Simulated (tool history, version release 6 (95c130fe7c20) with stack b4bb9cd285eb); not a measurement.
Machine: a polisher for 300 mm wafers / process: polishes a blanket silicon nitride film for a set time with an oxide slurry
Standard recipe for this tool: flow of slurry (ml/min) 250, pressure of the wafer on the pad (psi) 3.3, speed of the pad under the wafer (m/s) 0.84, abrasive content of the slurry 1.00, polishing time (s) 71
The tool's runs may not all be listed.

run	hour	flow of slurry (ml/min)	pressure of the wafer on the pad (psi)	speed of the pad under the wafer (m/s)	abrasive content of the slurry	polishing time (s)	incoming thickness of the incoming film, nm	film removed (angstrom)
1	0.0	250	3.3	0.98	1.00	71	269.5	386
# hour 24.1: conditioning disc replaced and pad reconditioned
2	28.0	250	3.3	0.84	1.00	71	273.0	358
3	78.2	250	3.3	0.84	1.00	71	275.3	350
# hour 112.2: worn pad replaced by a new one
4	112.6	250	3.3	0.84	1.00	71	265.7	356
5	142.5	250	3.3	0.84	1.00	71	267.5	345
# hour 146.6: slurry blender recalibrated
6	183.0	300	3.3	0.92	1.00	71	270.4	386
# hour 224.2: head pressure recalibrated
7	229.9	250	3.3	0.70	1.15	71	275.1	356
8	270.7	250	3.3	0.70	1.15	71	266.3	352
9	306.5	250	3.3	0.84	1.00	71	273.2	349
10	358.4	250	3.3	0.84	0.90	71	274.3	337
# hour 379.2: slurry blender recalibrated
# hour 405.4: worn pad replaced by a new one, of another model than before
11	424.5	340	3.3	0.76	1.25	84	266.5	486
# hour 433.7: conditioning disc replaced and pad reconditioned
12	468.5	250	3.3	0.84	1.00	71	271.3	360
13	515.7	250	3.3	0.84	1.00	71	271.5	359
14	575.3	250	3.3	0.84	1.00	71	270.7	359
15	639.0	250	3.3	0.84	1.00	71	268.0	348
16	670.4	225	3.3	0.84	1.15	71	267.3	358
# hour 675.1: worn pad replaced by a new one
# hour 689.4: slurry blender recalibrated
17	742.2	250	3.3	0.84	1.00	71	269.9	368
# hour 767.3: slurry nozzle cleaned
18	797.5	280	4.2	0.84	1.20	91	268.5	642
# hour 833.6: conditioning disc replaced and pad reconditioned
19	836.7	250	3.9	0.94	1.25	92	266.1	633
20	868.6	250	4.0	0.84	0.70	71	268.9	359
# hour 931.5: worn pad replaced by a new one
21	963.8	330	3.3	1.08	1.25	71	269.9	423
# hour 991.7: slurry blender recalibrated
22	1030.1	285	3.3	0.84	1.00	93	273.3	485
23	1093.7	250	3.3	0.84	0.85	48	270.4	229
24	1153.2	250	3.3	0.84	1.00	71	270.3	361

Forecast each of these 5 alternatives for the next run:
A	1153.6	250	3.3	0.58	1.00	71	268.7	?
B	1153.6	250	4.5	0.84	1.00	71	268.7	?
C	1153.6	250	2.3	0.70	1.00	71	268.7	?
D	1153.6	300	3.3	0.94	1.00	71	268.7	?
E	1153.6	250	3.3	0.84	1.20	71	268.7	?

run	film removed (angstrom)
A	336
B	486
C	252
D	384
E	395
With the hidden condition removed and each run's random variation left untouched, the same runs would have given:
run	film removed (angstrom)
A	343
B	495
C	257
D	391
E	401
